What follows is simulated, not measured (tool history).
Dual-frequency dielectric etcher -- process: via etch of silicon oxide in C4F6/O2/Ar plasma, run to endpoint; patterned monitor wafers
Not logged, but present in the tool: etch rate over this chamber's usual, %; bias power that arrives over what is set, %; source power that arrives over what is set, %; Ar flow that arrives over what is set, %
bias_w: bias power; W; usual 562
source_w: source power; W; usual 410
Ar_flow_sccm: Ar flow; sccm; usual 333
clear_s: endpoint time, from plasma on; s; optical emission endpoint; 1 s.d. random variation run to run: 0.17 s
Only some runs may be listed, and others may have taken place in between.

| run | hour | bias_w | source_w | Ar_flow_sccm | wafers since the last listed run | hours since the last wet clean | hours since the last bias power generator calibration | hours since the last source power generator calibration | hours since the last Ar flow controller change | hours since the last upper electrode change | incoming incoming film thickness, nm | clear_s |
|---|---|---|---|---|---|---|---|---|---|---|---|---|
| 1 | 0 | 562 | 380 | 333 | 0 | 151.7 | 3033.4 | 3170.7 | 3685.3 | 5600.8 | 99.5 | 20.4 |
| 2 | 27.8 | 562 | 490 | 300 | 622 | 179.5 | 3061.2 | 3198.5 | 3713.1 | 5628.6 | 99.8 | 18 |
| 3 | 69.6 | 562 | 490 | 300 | 936 | 221.3 | 3103 | 3240.3 | 3754.9 | 5670.4 | 100.3 | 17.9 |
| 4 | 260.6 | 562 | 490 | 333 | 4278 | 412.3 | 3294 | 3431.3 | 3945.9 | 5861.4 | 100.7 | 18.1 |
| 5 | 316.8 | 562 | 490 | 333 | 1258 | 468.5 | 3350.2 | 3487.5 | 4002.1 | 5917.6 | 100.8 | 17.6 |
|  | 384.8 | source power generator calibrated |
|  | 389.8 | wet clean of the chamber |
|  | 398.3 | upper electrode replaced |
| 6 | 497.4 | 562 | 490 | 333 | 3653 | 107.6 | 3530.8 | 112.6 | 4182.7 | 99.1 | 100.5 | 18.7 |
| 7 | 536.6 | 562 | 410 | 333 | 878 | 146.8 | 3570 | 151.8 | 4221.9 | 138.3 | 99.7 | 19.3 |
| 8 | 572.9 | 562 | 410 | 333 | 813 | 183.1 | 3606.3 | 188.1 | 4258.2 | 174.6 | 100.5 | 19.7 |
|  | 604.1 | Ar flow controller replaced |
| 9 | 682 | 562 | 410 | 333 | 2309 | 292.2 | 3715.4 | 297.2 | 77.9 | 283.7 | 101.2 | 19.6 |
| 10 | 735.1 | 562 | 410 | 333 | 1189 | 345.3 | 3768.5 | 350.3 | 131 | 336.8 | 100.3 | 19.3 |
| 11 | 794.5 | 562 | 410 | 333 | 1330 | 404.7 | 3827.9 | 409.7 | 190.4 | 396.2 | 101.1 | 19.6 |
|  | 821.8 | wet clean of the chamber |
| 12 | 842.5 | 562 | 450 | 333 | 537 | 20.7 | 3875.9 | 457.7 | 238.4 | 444.2 | 100.5 | 19 |
| 13 | 889.6 | 562 | 410 | 333 | 1054 | 67.8 | 3923 | 504.8 | 285.5 | 491.3 | 99 | 19.5 |
| 14 | 959.9 | 655 | 380 | 333 | 1574 | 138.1 | 3993.3 | 575.1 | 355.8 | 561.6 | 100 | 19.1 |
| 15 | 1026.8 | 562 | 410 | 333 | 1498 | 205 | 4060.2 | 642 | 422.7 | 628.5 | 100.3 | 19.6 |
| 16 | 1094.8 | 562 | 410 | 294 | 1523 | 273 | 4128.2 | 710 | 490.7 | 696.5 | 100.9 | 19.1 |
| 17 | 1134.6 | 487 | 480 | 255 | 891 | 312.8 | 4168 | 749.8 | 530.5 | 736.3 | 100.4 | 18.6 |
| 18 | 1170 | 614 | 460 | 333 | 792 | 348.2 | 4203.4 | 785.2 | 565.9 | 771.7 | 100.1 | 17.6 |
|  | 1206.2 | bias power generator calibrated |
| 19 | 1229.8 | 644 | 410 | 264 | 1249 | 408 | 23.6 | 845 | 625.7 | 831.5 | 100.7 | 17.8 |
| 20 | 1290 | 562 | 410 | 333 | 1348 | 468.2 | 83.8 | 905.2 | 685.9 | 891.7 | 100 | 19 |
|  | 1353.6 | wet clean of the chamber |
| 21 | 1354.1 | 468 | 410 | 395 | 898 | 0.5 | 147.9 | 969.3 | 750 | 955.8 | 100.3 | 22.5 |
| 22 | 1386.9 | 562 | 410 | 333 | 734 | 33.3 | 180.7 | 1002.1 | 782.8 | 988.6 | 100.2 | 20.3 |
| 23 | 1439.8 | 663 | 410 | 286 | 1184 | 86.2 | 233.6 | 1055 | 835.7 | 1041.5 | 101.2 | 18.6 |
| 24 | 1503.9 | 562 | 410 | 333 | 1435 | 150.3 | 297.7 | 1119.1 | 899.8 | 1105.6 | 100.6 | 19.8 |
| 25 | 1571.6 | 562 | 370 | 333 | 1516 | 218 | 365.4 | 1186.8 | 967.5 | 1173.3 | 100.2 | 20.7 |
| 26 | 1628.9 | 676 | 410 | 377 | 1283 | 275.3 | 422.7 | 1244.1 | 1024.8 | 1230.6 | 100.3 | 18.5 |
| 27 | 1677.3 | 446 | 350 | 333 | 1084 | 323.7 | 471.1 | 1292.5 | 1073.2 | 1279 | 99.1 | 23.1 |
| 28 | 1746.6 | 562 | 480 | 333 | 1552 | 393 | 540.4 | 1361.8 | 1142.5 | 1348.3 | 101.2 | 18.1 |
| 29 | 1785.7 | 562 | 340 | 333 | 875 | 432.1 | 579.5 | 1400.9 | 1181.6 | 1387.4 | 99.1 | 20.8 |

Across each entry between runs, compare the hidden state at the last listed run before it with the hidden state at the first listed run after it:
Logged between run 5 and run 6: source power generator calibrated (hour 384.8); wet clean of the chamber (hour 389.8); upper electrode replaced (hour 398.3)
  etch rate over this chamber's usual, %: 4.12 -> 1.04
  difference, measured minus the result without the unlogged condition, clear_s: -0.8 -> -0.2 s
Logged between run 8 and run 9: Ar flow controller replaced (hour 604.1)
  etch rate over this chamber's usual, %: 1.88 -> 3.08
  difference, measured minus the result without the unlogged condition, clear_s: -0.3 -> -0.6 s
Logged between run 11 and run 12: wet clean of the chamber (hour 821.8)
  etch rate over this chamber's usual, %: 4.33 -> 0.909
  difference, measured minus the result without the unlogged condition, clear_s: -0.9 -> -0.2 s
Logged between run 18 and run 19: bias power generator calibrated (hour 1206.2)
  etch rate over this chamber's usual, %: 4.53 -> 5.19
  difference, measured minus the result without the unlogged condition, clear_s: -0.8 -> -1 s
Logged between run 20 and run 21: wet clean of the chamber (hour 1353.6)
  etch rate over this chamber's usual, %: 5.86 -> -0.82
  difference, measured minus the result without the unlogged condition, clear_s: -1.1 -> +0.1 s

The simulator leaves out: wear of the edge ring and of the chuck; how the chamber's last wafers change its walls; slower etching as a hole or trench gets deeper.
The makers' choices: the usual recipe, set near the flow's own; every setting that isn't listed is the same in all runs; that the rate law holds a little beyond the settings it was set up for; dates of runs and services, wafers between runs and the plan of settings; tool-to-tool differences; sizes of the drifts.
